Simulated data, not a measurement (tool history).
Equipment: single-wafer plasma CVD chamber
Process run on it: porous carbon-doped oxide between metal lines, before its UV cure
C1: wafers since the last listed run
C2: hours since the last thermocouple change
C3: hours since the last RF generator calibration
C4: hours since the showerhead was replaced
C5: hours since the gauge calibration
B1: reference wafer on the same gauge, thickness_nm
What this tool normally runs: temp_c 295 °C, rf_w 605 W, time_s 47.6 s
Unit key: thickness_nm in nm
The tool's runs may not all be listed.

{"run": 1, "day": 0.0, "temp_c": 295, "rf_w": 605, "time_s": 47.6, "C1": 0, "C2": 1349.2, "C3": 130.1, "C4": 5393.4, "C5": 380.9, "B1": 348.647, "thickness_nm": 317.156}
{"run": 2, "day": 1.888, "temp_c": 295, "rf_w": 605, "time_s": 47.6, "C1": 812, "C2": 1394.5, "C3": 175.4, "C4": 5438.7, "C5": 426.2, "B1": 349.854, "thickness_nm": 316.163}
{"day": 3.196, "done": "gauge calibrated"}
{"run": 3, "day": 5.246, "temp_c": 295, "rf_w": 605, "time_s": 47.6, "C1": 1445, "C2": 1475.1, "C3": 256.0, "C4": 5519.3, "C5": 49.2, "B1": 353.943, "thickness_nm": 319.558}
{"run": 4, "day": 7.454, "temp_c": 291, "rf_w": 655, "time_s": 47.6, "C1": 950, "C2": 1528.1, "C3": 309.0, "C4": 5572.3, "C5": 102.2, "B1": 351.798, "thickness_nm": 336.251}
{"run": 5, "day": 9.758, "temp_c": 295, "rf_w": 605, "time_s": 47.6, "C1": 991, "C2": 1583.4, "C3": 364.3, "C4": 5627.6, "C5": 157.5, "B1": 350.826, "thickness_nm": 317.384}
{"run": 6, "day": 11.279, "temp_c": 285, "rf_w": 605, "time_s": 47.6, "C1": 654, "C2": 1619.9, "C3": 400.8, "C4": 5664.1, "C5": 194.0, "B1": 350.02, "thickness_nm": 339.089}
{"run": 7, "day": 14.888, "temp_c": 285, "rf_w": 605, "time_s": 47.6, "C1": 1552, "C2": 1706.5, "C3": 487.4, "C4": 5750.7, "C5": 280.6, "B1": 349.919, "thickness_nm": 337.0}
{"day": 16.292, "done": "thermocouple changed; heater temperature recalibrated"}
{"run": 8, "day": 17.104, "temp_c": 295, "rf_w": 545, "time_s": 56.1, "C1": 810, "C2": 19.5, "C3": 540.6, "C4": 5803.9, "C5": 333.8, "B1": 349.455, "thickness_nm": 351.713}
{"run": 9, "day": 20.825, "temp_c": 285, "rf_w": 605, "time_s": 47.6, "C1": 1601, "C2": 108.8, "C3": 629.9, "C4": 5893.2, "C5": 423.1, "B1": 348.645, "thickness_nm": 334.813}
{"run": 10, "day": 23.133, "temp_c": 295, "rf_w": 545, "time_s": 56.1, "C1": 993, "C2": 164.2, "C3": 685.3, "C4": 5948.6, "C5": 478.5, "B1": 347.592, "thickness_nm": 355.295}
{"day": 25.171, "done": "showerhead replaced"}
{"day": 25.892, "done": "gauge calibrated"}
{"day": 26.129, "done": "RF generator calibrated"}
{"run": 11, "day": 27.104, "temp_c": 295, "rf_w": 660, "time_s": 50.9, "C1": 1421, "C2": 259.5, "C3": 23.4, "C4": 46.4, "C5": 29.1, "B1": 353.69, "thickness_nm": 355.364}
{"run": 12, "day": 29.329, "temp_c": 295, "rf_w": 605, "time_s": 50.7, "C1": 957, "C2": 312.9, "C3": 76.8, "C4": 99.8, "C5": 82.5, "B1": 352.169, "thickness_nm": 337.054}
{"run": 13, "day": 31.488, "temp_c": 295, "rf_w": 680, "time_s": 55.2, "C1": 928, "C2": 364.7, "C3": 128.6, "C4": 151.6, "C5": 134.3, "B1": 350.508, "thickness_nm": 384.23}
{"run": 14, "day": 33.117, "temp_c": 301, "rf_w": 525, "time_s": 39.3, "C1": 701, "C2": 403.8, "C3": 167.7, "C4": 190.7, "C5": 173.4, "B1": 350.054, "thickness_nm": 238.641}
{"run": 15, "day": 35.054, "temp_c": 295, "rf_w": 605, "time_s": 47.6, "C1": 833, "C2": 450.3, "C3": 214.2, "C4": 237.2, "C5": 219.9, "B1": 349.112, "thickness_nm": 314.958}

Hidden state at the last listed run before each entry between runs and at the first one after, where it differs:
Between runs 2 and 3: gauge calibrated (day 3.196)
  gauge reads high (%): -1.67 -> -0.324
  what was measured, less what the result would be without the hidden state, thickness_nm: -5.368 -> -1.040 nm
Between runs 7 and 8: thermocouple changed; heater temperature recalibrated (day 16.292)
  gauge reads high (%): -1.56 -> -1.68
  what was measured, less what the result would be without the hidden state, thickness_nm: -5.340 -> -6.005 nm
Between runs 10 and 11: showerhead replaced (day 25.171); gauge calibrated (day 25.892); RF generator calibrated (day 26.129)
  gauge reads high (%): -1.87 -> -0.464
  what was measured, less what the result would be without the hidden state, thickness_nm: -6.764 -> -1.656 nm
